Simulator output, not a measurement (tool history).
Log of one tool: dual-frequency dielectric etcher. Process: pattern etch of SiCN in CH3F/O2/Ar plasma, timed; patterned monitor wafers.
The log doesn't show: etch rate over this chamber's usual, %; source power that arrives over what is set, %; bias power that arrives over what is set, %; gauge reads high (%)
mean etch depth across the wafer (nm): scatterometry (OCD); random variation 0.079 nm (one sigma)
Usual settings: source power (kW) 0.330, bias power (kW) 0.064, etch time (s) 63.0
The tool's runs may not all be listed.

run,hour,source power (kW),bias power (kW),etch time (s),wafers since the last listed run,hours since the last wet clean,hours since the last source power generator calibration,hours since the last bias power generator calibration,hours since the last upper electrode change,hours since the gauge calibration,"read-back reference wafer on the same gauge, depth_nm",mean etch depth across the wafer (nm)
1,0.0,0.330,0.064,51.0,0,30.3,2096.2,1412.1,3325.1,395.4,22.91,16.13
2,80.7,0.330,0.064,51.0,706,111.0,2176.9,1492.8,3405.8,476.1,22.92,15.89
3,158.3,0.330,0.064,51.0,679,188.6,2254.5,1570.4,3483.4,553.7,22.90,15.86
4,265.4,0.330,0.064,63.0,937,295.7,2361.6,1677.5,3590.5,660.8,22.89,19.55
5,349.6,0.330,0.061,63.0,736,379.9,2445.8,1761.7,3674.7,745.0,22.90,19.26
# hour 494.4: wet clean of the chamber
6,566.8,0.330,0.061,63.0,1690,72.4,2663.0,1978.9,3891.9,962.2,22.86,19.74
7,641.4,0.330,0.061,63.0,652,147.0,2737.6,2053.5,3966.5,1036.8,22.89,19.64
8,694.0,0.330,0.052,63.0,460,199.6,2790.2,2106.1,4019.1,1089.4,22.90,18.68
# hour 783.6: gauge calibrated
9,798.1,0.330,0.052,63.0,910,303.7,2894.3,2210.2,4123.2,14.5,22.90,18.76
10,904.6,0.330,0.052,63.0,931,410.2,3000.8,2316.7,4229.7,121.0,22.90,18.42
# hour 960.1: wet clean of the chamber
11,1007.3,0.330,0.064,57.0,688,47.2,3103.5,2419.4,4332.4,223.7,22.89,18.21
# hour 1031.5: source power generator calibrated
12,1074.0,0.330,0.064,57.0,548,113.9,42.5,2486.1,4399.1,290.4,22.90,17.54
13,1116.1,0.330,0.064,57.0,368,156.0,84.6,2528.2,4441.2,332.5,22.90,17.55
14,1165.7,0.330,0.064,63.0,434,205.6,134.2,2577.8,4490.8,382.1,22.87,19.34
# hour 1233.8: bias power generator calibrated
15,1234.3,0.330,0.064,63.0,565,274.2,202.8,0.5,4559.4,450.7,22.92,19.14
16,1307.9,0.260,0.064,56.0,644,347.8,276.4,74.1,4633.0,524.3,22.91,14.86
17,1346.5,0.330,0.074,54.0,337,386.4,315.0,112.7,4671.6,562.9,22.89,16.94
# hour 1445.1: wet clean of the chamber
18,1445.6,0.370,0.049,48.0,657,0.5,414.1,211.8,4770.7,662.0,22.90,14.91
19,1530.3,0.380,0.071,52.5,741,85.2,498.8,296.5,4855.4,746.7,22.89,17.92
20,1582.9,0.380,0.069,69.5,460,137.8,551.4,349.1,4908.0,799.3,22.89,23.53
21,1626.1,0.310,0.064,44.0,378,181.0,594.6,392.3,4951.2,842.5,22.90,13.10
22,1714.7,0.330,0.068,50.5,775,269.6,683.2,480.9,5039.8,931.1,22.89,15.65
23,1771.3,0.270,0.064,63.0,495,326.2,739.8,537.5,5096.4,987.7,22.91,17.09
# hour 1797.0: upper electrode replaced
# hour 1851.2: gauge calibrated
24,1919.3,0.260,0.064,63.0,1085,474.2,887.8,685.5,122.3,68.1,22.90,16.44
# hour 1962.9: wet clean of the chamber
25,1981.3,0.330,0.054,52.5,332,18.4,949.8,747.5,184.3,130.1,22.90,15.74
26,2077.8,0.330,0.064,57.0,844,114.9,1046.3,844.0,280.8,226.6,22.90,17.75
27,2122.0,0.330,0.061,63.0,386,159.1,1090.5,888.2,325.0,270.8,22.91,19.32
28,2219.1,0.370,0.064,71.5,849,256.2,1187.6,985.3,422.1,367.9,22.94,23.47
29,2313.1,0.390,0.077,45.5,822,350.2,1281.6,1079.3,516.1,461.9,22.91,15.99

Some steps in mean etch depth across the wafer (nm) between neighbouring runs. How much of each would the tool show without its hidden state too (settings, what came in, random variation), and how much is left for the hidden state, with any gauge scatter that isn't in both results?
Run 11 -> 12: source power generator calibrated. mean etch depth across the wafer (nm) -0.67: hidden state -0.65, all else -0.02.
Run 20 -> 21: source power (kW) 0.380 -> 0.310, bias power (kW) 0.069 -> 0.064, etch time (s) 69.5 -> 44.0. mean etch depth across the wafer (nm) -10.43: hidden state +0.08, all else -10.51.
Run 24 -> 25: source power (kW) 0.260 -> 0.330, bias power (kW) 0.064 -> 0.054, etch time (s) 63.0 -> 52.5, wet clean of the chamber. mean etch depth across the wafer (nm) -0.70: hidden state +0.70, all else -1.40.
Run 28 -> 29: source power (kW) 0.370 -> 0.390, bias power (kW) 0.064 -> 0.077, etch time (s) 71.5 -> 45.5. mean etch depth across the wafer (nm) -7.48: hidden state -0.04, all else -7.44.

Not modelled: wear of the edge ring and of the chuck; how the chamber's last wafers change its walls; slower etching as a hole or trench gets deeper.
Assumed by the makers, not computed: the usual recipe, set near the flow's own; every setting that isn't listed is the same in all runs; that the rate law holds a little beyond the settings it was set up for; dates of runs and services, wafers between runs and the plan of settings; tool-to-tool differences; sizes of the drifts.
